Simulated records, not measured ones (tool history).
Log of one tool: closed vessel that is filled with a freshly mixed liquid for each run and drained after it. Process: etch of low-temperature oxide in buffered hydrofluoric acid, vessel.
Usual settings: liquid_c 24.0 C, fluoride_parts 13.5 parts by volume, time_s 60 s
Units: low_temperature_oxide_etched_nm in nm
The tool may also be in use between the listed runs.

| run | hour | liquid_c | fluoride_parts | time_s | wafers since the last listed run | hours since the thermometer was replaced | hours since the hydrofluoric acid flow meter was replaced | hours since the gauge calibration | read-back film thickness of the low-temperature oxide reference wafer, read on the same gauge (nm) | low_temperature_oxide_etched_nm |
|---|---|---|---|---|---|---|---|---|---|---|
| 1 | 0.0 | 24.0 | 13.5 | 60 | 0 | 455.6 | 865.5 | 115.8 | 40.02 | 180.92 |
| 2 | 15.0 | 24.0 | 13.5 | 60 | 1264 | 470.6 | 880.5 | 130.8 | 40.00 | 179.25 |
| 3 | 29.8 | 27.0 | 13.5 | 60 | 1247 | 485.4 | 895.3 | 145.6 | 39.99 | 212.17 |
|  | 32.5 | gauge calibrated |
| 4 | 39.9 | 27.0 | 13.5 | 60 | 851 | 495.5 | 905.4 | 7.4 | 39.99 | 212.06 |
| 5 | 48.6 | 27.0 | 13.5 | 60 | 733 | 504.2 | 914.1 | 16.1 | 40.01 | 214.12 |
| 6 | 57.8 | 24.0 | 13.5 | 60 | 775 | 513.4 | 923.3 | 25.3 | 40.02 | 181.08 |
| 7 | 84.7 | 20.5 | 13.5 | 60 | 2267 | 540.3 | 950.2 | 52.2 | 40.01 | 149.02 |
| 8 | 92.2 | 20.5 | 13.5 | 60 | 632 | 547.8 | 957.7 | 59.7 | 39.99 | 148.11 |
|  | 100.0 | thermometer replaced |
| 9 | 102.6 | 20.5 | 13.5 | 60 | 792 | 2.6 | 968.1 | 70.1 | 40.01 | 147.19 |
| 10 | 112.9 | 24.0 | 13.5 | 60 | 868 | 12.9 | 978.4 | 80.4 | 40.01 | 179.77 |
| 11 | 121.2 | 24.0 | 13.5 | 60 | 699 | 21.2 | 986.7 | 88.7 | 40.03 | 182.44 |
|  | 125.0 | hydrofluoric acid flow meter replaced |
| 12 | 127.3 | 21.5 | 13.5 | 60 | 429 | 27.3 | 2.3 | 94.8 | 40.01 | 168.77 |
| 13 | 142.6 | 19.5 | 8.5 | 75 | 1289 | 42.6 | 17.6 | 110.1 | 40.00 | 290.55 |
| 14 | 155.4 | 24.0 | 11.0 | 35 | 1079 | 55.4 | 30.4 | 122.9 | 40.00 | 134.38 |
| 15 | 166.6 | 26.0 | 11.0 | 60 | 944 | 66.6 | 41.6 | 134.1 | 40.00 | 257.09 |
|  | 168.3 | hydrofluoric acid flow meter replaced, repeated, since the last time left the tool worse |
|  | 173.1 | gauge calibrated |
| 16 | 181.7 | 24.0 | 13.5 | 60 | 1188 | 81.7 | 13.4 | 8.6 | 40.02 | 166.94 |
| 17 | 193.4 | 26.5 | 17.5 | 75 | 986 | 93.4 | 25.1 | 20.3 | 39.99 | 185.68 |
| 18 | 206.1 | 27.5 | 13.5 | 80 | 1070 | 106.1 | 37.8 | 33.0 | 39.99 | 268.61 |
| 19 | 224.0 | 21.5 | 15.0 | 60 | 1509 | 124.0 | 55.7 | 50.9 | 39.99 | 132.14 |

Forecast each of these 5 alternatives for the next run:
| A | 224.7 | 24.0 | 19.0 | 60 | 59 | 124.7 | 56.4 | 51.6 | ? | ? |
| B | 224.7 | 19.5 | 13.5 | 95 | 59 | 124.7 | 56.4 | 51.6 | ? | ? |
| C | 224.7 | 24.0 | 13.5 | 50 | 59 | 124.7 | 56.4 | 51.6 | ? | ? |
| D | 224.7 | 24.0 | 13.5 | 90 | 59 | 124.7 | 56.4 | 51.6 | ? | ? |
| E | 224.7 | 24.0 | 8.5 | 60 | 59 | 124.7 | 56.4 | 51.6 | ? | ? |

| run | read-back film thickness of the low-temperature oxide reference wafer, read on the same gauge (nm) | low_temperature_oxide_etched_nm |
|---|---|---|
| A | 40.00 | 120.48 |
| B | 40.00 | 208.06 |
| C | 40.00 | 140.51 |
| D | 40.00 | 252.91 |
| E | 40.00 | 257.15 |
Without the tool's hidden state the same runs would have given:
| run | low_temperature_oxide_etched_nm |
|---|---|
| A | 119.61 |
| B | 206.56 |
| C | 139.50 |
| D | 251.10 |
| E | 255.12 |

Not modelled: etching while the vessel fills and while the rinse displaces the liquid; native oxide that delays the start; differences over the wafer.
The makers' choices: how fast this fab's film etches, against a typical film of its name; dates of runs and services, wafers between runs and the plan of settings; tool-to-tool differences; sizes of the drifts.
